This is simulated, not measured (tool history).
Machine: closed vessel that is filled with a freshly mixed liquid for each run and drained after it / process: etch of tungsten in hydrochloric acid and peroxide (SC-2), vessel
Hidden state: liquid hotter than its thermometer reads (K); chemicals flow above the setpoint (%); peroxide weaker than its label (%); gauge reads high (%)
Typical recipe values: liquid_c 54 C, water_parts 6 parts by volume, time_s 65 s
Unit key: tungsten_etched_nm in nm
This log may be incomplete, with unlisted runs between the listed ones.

run	hour	liquid_c	water_parts	time_s	wafers since the last listed run	hours since the thermometer was replaced	hours since the chemicals flow meter was replaced	hours since the drum of peroxide was connected	hours since the gauge calibration	read-back film thickness of the tungsten reference wafer, read on the same gauge (nm)	tungsten_etched_nm
1	0	54	6	65	0	1788.5	547.4	467.2	748.7	30.03	12.93
2	58.1	54	6	65	4043	1846.6	605.5	525.3	806.8	30.01	12.88
3	90.8	47.5	6	65	2275	1879.3	638.2	558	839.5	29.96	8.33
# hour 95.5: gauge calibrated
4	147.5	47.5	6	65	3946	1936	694.9	614.7	52	30	8.32
5	180.3	47.5	6	65	2282	1968.8	727.7	647.5	84.8	30.01	8.37
# hour 356: chemicals flow meter replaced
6	363.1	54	6	65	12653	2151.6	7.1	830.3	267.6	29.98	12.55
7	422.6	54	6	65	4141	2211.1	66.6	889.8	327.1	30	12.6
8	488.2	54	6	65	4565	2276.7	132.2	955.4	392.7	30.01	12.47
# hour 534.1: new drum of peroxide connected
9	551.5	54	6	65	4336	2340	195.5	17.4	456	30.02	13.3
10	576.9	54	6	65	1767	2365.4	220.9	42.8	481.4	29.98	13.39
# hour 599.1: thermometer replaced
11	622.7	54	8	80	3118	23.6	266.7	88.6	527.2	29.96	12.65
12	690.8	46	4.5	65	4739	91.7	334.8	156.7	595.3	29.99	9.28
13	756.2	54	8	80	4551	157.1	400.2	222.1	660.7	30	12.66
14	787	54	6	65	2143	187.9	431	252.9	691.5	30	12.69
15	824.5	54	6	65	2609	225.4	468.5	290.4	729	30	12.68
16	851.5	54	8	30	1879	252.4	495.5	317.4	756	29.99	4.67
17	919.9	54	6	65	4760	320.8	563.9	385.8	824.4	30	12.63
18	972.9	57.5	5	90	3688	373.8	616.9	438.8	877.4	30.01	24.94
19	997.8	45	7.5	55	1733	398.7	641.8	463.7	902.3	29.96	4.95
20	1058.3	54	6	100	4210	459.2	702.3	524.2	962.8	30.05	19.41
# hour 1104.7: gauge calibrated
21	1122.4	50.5	6	105	4461	523.3	766.4	588.3	17.7	30.03	16.14
22	1184.7	54	6	65	4336	585.6	828.7	650.6	80	30	12.59
23	1222.7	54	4	40	2644	623.6	866.7	688.6	118	29.97	10.28
24	1260.8	63.5	6	65	2651	661.7	904.8	726.7	156.1	30	22.79
25	1323.4	54	4	65	4356	724.3	967.4	789.3	218.7	30	16.65
26	1365.7	57	6	30	2944	766.6	1009.7	831.6	261	29.99	6.96
27	1412.5	51.5	7	85	3257	813.4	1056.5	878.4	307.8	30.01	12.24
# hour 1418.6: chemicals flow meter replaced
# hour 1450.7: new drum of peroxide connected
28	1464	46.5	6	65	3445	864.9	45.4	13.3	359.3	29.98	8.03
29	1526.1	54	6	65	4322	927	107.5	75.4	421.4	30.01	13.02

Here are 5 independent what-if runs from the current tool condition. What would each one return?
A	1526.8	54	6	65	48	927.7	108.2	76.1	422.1	?	?
B	1526.8	60.5	6	55	48	927.7	108.2	76.1	422.1	?	?
C	1526.8	54	6	35	48	927.7	108.2	76.1	422.1	?	?
D	1526.8	60.5	4.5	45	48	927.7	108.2	76.1	422.1	?	?
E	1526.8	47	4.5	30	48	927.7	108.2	76.1	422.1	?	?

run	read-back film thickness of the tungsten reference wafer, read on the same gauge (nm)	tungsten_etched_nm
A	30.02	13.17
B	30.02	16.86
C	30.02	7.09
D	30.02	16.98
E	30.02	4.7
Without the tool's unlogged condition, the same runs would have read:
run	tungsten_etched_nm
A	13.08
B	16.76
C	7.05
D	16.88
E	4.67
